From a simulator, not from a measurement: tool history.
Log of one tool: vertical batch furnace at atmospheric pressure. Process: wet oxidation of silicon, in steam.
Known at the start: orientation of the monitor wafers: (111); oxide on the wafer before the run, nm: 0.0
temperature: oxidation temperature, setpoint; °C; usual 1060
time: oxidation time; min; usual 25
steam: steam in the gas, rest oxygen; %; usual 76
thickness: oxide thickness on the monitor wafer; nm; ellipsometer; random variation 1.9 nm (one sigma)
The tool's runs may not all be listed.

run,day,temperature,time,steam,wafers since the last listed run,hours since the last temperature calibration,hours since the steam generator was serviced,hours since the gauge calibration,"read-back reference wafer on the same gauge, thickness",thickness
1,0,1076,25,84,0,1312.1,2438.3,15.6,401.75,404.62
2,1.221,1060,25,76,432,1341.4,2467.6,44.9,400.72,350.05
3,2.529,1060,25,76,463,1372.8,2499,76.3,400.79,351.38
4,3.654,1060,25,76,398,1399.8,2526,103.3,400.8,347.89
5,7.729,1060,28.5,80,1442,1497.6,2623.8,201.1,401.33,395.08
6,8.479,1060,28.5,80,265,1515.6,2641.8,219.1,401.03,389.13
7,9.7,1060,28.5,80,432,1544.9,2671.1,248.4,401.24,394.92
8,10.429,1060,25,76,258,1562.4,2688.6,265.9,400.61,350.77
9,11.912,1060,25,76,525,1598,2724.2,301.5,400.6,355.4
10,13.271,1060,25,76,480,1630.6,2756.8,334.1,400.36,349.39
11,13.9,1060,25,76,222,1645.7,2771.9,349.2,401.07,350.19
12,14.796,1084,20.5,65,317,1667.2,2793.4,370.7,400.87,321.05
# day 16.238: gauge calibrated
# day 16.475: steam generator serviced
13,16.496,1060,25,76,247,1708,0.5,6.2,401.05,350.77
14,16.938,1080,25,76,156,1718.6,11.1,16.8,401.04,387.52
# day 19.108: thermocouples replaced and temperature profile calibrated
15,19.129,1060,25,76,421,0.5,63.7,69.4,401.02,349.38
16,19.279,1060,25,81,53,4.1,67.3,73,401.8,365.03
17,20.038,1084,33,87,268,22.3,85.5,91.2,401.11,500.27
18,21.017,1060,25,70,346,45.8,109,114.7,400.91,333.48
19,21.996,1060,13.5,72,346,69.3,132.5,138.2,401.12,231.91
20,23.142,1060,33,79,405,96.8,160,165.7,400.71,424.13
21,24.058,1060,25,76,324,118.8,182,187.7,400.88,352.3
22,24.588,1060,25,70,187,131.5,194.7,200.4,400.87,336.9

Forecast each of these 5 alternatives for the next run:
A,24.742,1060,25,83,54,135.2,198.4,204.1,?,?
B,24.742,1081,19,76,54,135.2,198.4,204.1,?,?
C,24.742,1060,20,76,54,135.2,198.4,204.1,?,?
D,24.742,1060,36,79,54,135.2,198.4,204.1,?,?
E,24.742,1078,15.5,79,54,135.2,198.4,204.1,?,?

run,"read-back reference wafer on the same gauge, thickness",thickness
A,400.46,370.09
B,400.46,330.4
C,400.46,307.05
D,400.46,445.18
E,400.46,295.54
Without the tool's hidden state the same runs would have given:
run,thickness
A,370.09
B,330.4
C,307.05
D,445.18
E,295.54

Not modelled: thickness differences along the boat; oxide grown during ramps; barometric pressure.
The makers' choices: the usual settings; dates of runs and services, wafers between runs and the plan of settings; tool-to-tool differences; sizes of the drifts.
